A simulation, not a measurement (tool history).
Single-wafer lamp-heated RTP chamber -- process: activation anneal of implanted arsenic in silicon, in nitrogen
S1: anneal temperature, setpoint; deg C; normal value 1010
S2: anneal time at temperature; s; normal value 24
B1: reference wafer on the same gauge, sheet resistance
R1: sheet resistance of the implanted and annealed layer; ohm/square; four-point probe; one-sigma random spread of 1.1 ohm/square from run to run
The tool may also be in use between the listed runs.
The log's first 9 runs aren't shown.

| run | day | S1 | S2 | B1 | R1 |
|---|---|---|---|---|---|
| 10 | 15.667 | 1010 | 24 | 311.2 | 295.51 |
|  | 16.683 | reflector plate cleaned |
| 11 | 16.712 | 1010 | 24 | 310.69 | 299.91 |
| 12 | 18.042 | 1010 | 24 | 311.11 | 300.66 |
| 13 | 20.304 | 1010 | 24 | 310.96 | 300.23 |
| 14 | 21.954 | 1010 | 24 | 310.61 | 297.7 |
|  | 22.167 | gauge calibrated |
| 15 | 23.046 | 1010 | 15 | 311.11 | 306.24 |
| 16 | 25.992 | 1010 | 16 | 310.65 | 307.75 |
| 17 | 27.704 | 990 | 14 | 310.51 | 317.78 |
| 18 | 30.275 | 1010 | 24 | 310.9 | 298.16 |
|  | 31.75 | pyrometer window cleaned and pyrometer calibrated |
| 19 | 32.888 | 1022 | 38 | 310.73 | 282.06 |
|  | 35.183 | reflector plate cleaned |
| 20 | 35.525 | 997 | 35 | 311.4 | 296.76 |
| 21 | 38.383 | 1010 | 24 | 311.37 | 296.85 |
| 22 | 40.45 | 1038 | 17 | 311.08 | 291.6 |
| 23 | 43.196 | 1020 | 24 | 311.2 | 290.22 |
| 24 | 45.133 | 1029 | 10 | 311.02 | 308.05 |
| 25 | 47.158 | 1010 | 24 | 310.74 | 297.35 |
| 26 | 50.033 | 1010 | 17 | 310.98 | 303.36 |
|  | 51.988 | reflector plate cleaned |
| 27 | 52.429 | 1000 | 16 | 311.3 | 312.25 |

The next listed run, before its measurement:
|  | 53.033 | pyrometer window cleaned and pyrometer calibrated |
| 28 | 55.096 | 1010 | 34 | ? | ? |

B1: 311.2
R1: 290.34 ohm/square
With no hidden state in the tool, this same run would have given R1 292.21 ohm/square.
